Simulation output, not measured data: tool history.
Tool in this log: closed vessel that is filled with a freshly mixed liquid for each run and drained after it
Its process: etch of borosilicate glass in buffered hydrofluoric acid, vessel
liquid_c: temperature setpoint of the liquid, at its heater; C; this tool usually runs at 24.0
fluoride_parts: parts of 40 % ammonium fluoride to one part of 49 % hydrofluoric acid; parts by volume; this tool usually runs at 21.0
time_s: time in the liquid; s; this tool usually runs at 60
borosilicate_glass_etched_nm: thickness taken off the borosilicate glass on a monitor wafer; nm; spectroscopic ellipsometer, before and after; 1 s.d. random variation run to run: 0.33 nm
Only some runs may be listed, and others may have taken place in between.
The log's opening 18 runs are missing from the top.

| run | day | liquid_c | fluoride_parts | time_s | wafers since the last listed run | hours since the thermometer was replaced | hours since the hydrofluoric acid flow meter was replaced | hours since the gauge calibration | read-back film thickness of the borosilicate glass reference wafer, read on the same gauge (nm) | borosilicate_glass_etched_nm |
|---|---|---|---|---|---|---|---|---|---|---|
| 19 | 68.100 | 25.5 | 21.0 | 70 | 6920 | 533.9 | 452.0 | 141.0 | 69.97 | 49.56 |
| 20 | 70.221 | 25.5 | 13.0 | 35 | 3463 | 584.8 | 502.9 | 191.9 | 69.96 | 39.74 |
| 21 | 74.467 | 19.0 | 21.0 | 60 | 6934 | 686.7 | 604.8 | 293.8 | 70.02 | 30.73 |
| 22 | 78.958 | 27.5 | 21.0 | 70 | 7335 | 794.5 | 712.6 | 401.6 | 70.02 | 56.93 |
|  | 81.312 | thermometer replaced |
| 23 | 81.712 | 24.0 | 21.0 | 60 | 4430 | 9.6 | 778.7 | 467.7 | 70.03 | 37.31 |
| 24 | 84.975 | 20.5 | 21.0 | 85 | 5328 | 87.9 | 857.0 | 546.0 | 70.01 | 44.20 |
| 25 | 87.650 | 24.0 | 16.5 | 45 | 4368 | 152.1 | 921.2 | 610.2 | 70.03 | 35.48 |
| 26 | 90.842 | 20.0 | 21.0 | 50 | 5212 | 228.7 | 997.8 | 686.8 | 69.99 | 25.39 |
| 27 | 93.892 | 21.0 | 15.0 | 35 | 4981 | 301.9 | 1071.0 | 760.0 | 70.00 | 25.65 |
| 28 | 95.712 | 21.5 | 25.5 | 80 | 2973 | 345.6 | 1114.7 | 803.7 | 69.99 | 39.58 |
| 29 | 98.392 | 25.5 | 28.5 | 35 | 4375 | 409.9 | 1179.0 | 868.0 | 70.01 | 19.85 |
| 30 | 100.750 | 28.0 | 21.0 | 85 | 3851 | 466.5 | 1235.6 | 924.6 | 69.99 | 68.04 |
| 31 | 102.562 | 27.0 | 14.5 | 30 | 2960 | 510.0 | 1279.1 | 968.1 | 70.01 | 31.73 |
| 32 | 107.529 | 24.0 | 21.0 | 60 | 8111 | 629.2 | 1398.3 | 1087.3 | 69.99 | 39.34 |
| 33 | 110.775 | 24.0 | 21.0 | 60 | 5301 | 707.1 | 1476.2 | 1165.2 | 69.99 | 40.00 |

Each row is a separate what-if for the run after 33, all from the same tool condition, not one after another. Results?
| A | 110.804 | 24.0 | 21.0 | 60 | 47 | 707.8 | 1476.9 | 1165.9 | ? | ? |
| B | 110.804 | 22.0 | 13.5 | 90 | 47 | 707.8 | 1476.9 | 1165.9 | ? | ? |
| C | 110.804 | 28.5 | 15.0 | 35 | 47 | 707.8 | 1476.9 | 1165.9 | ? | ? |

| run | read-back film thickness of the borosilicate glass reference wafer, read on the same gauge (nm) | borosilicate_glass_etched_nm |
|---|---|---|
| A | 70.01 | 39.45 |
| B | 70.01 | 79.72 |
| C | 70.01 | 39.38 |
The same runs, with their run-to-run variation unchanged, on a tool lacking any hidden condition would have given:
| run | borosilicate_glass_etched_nm |
|---|---|
| A | 37.94 |
| B | 78.01 |
| C | 38.64 |
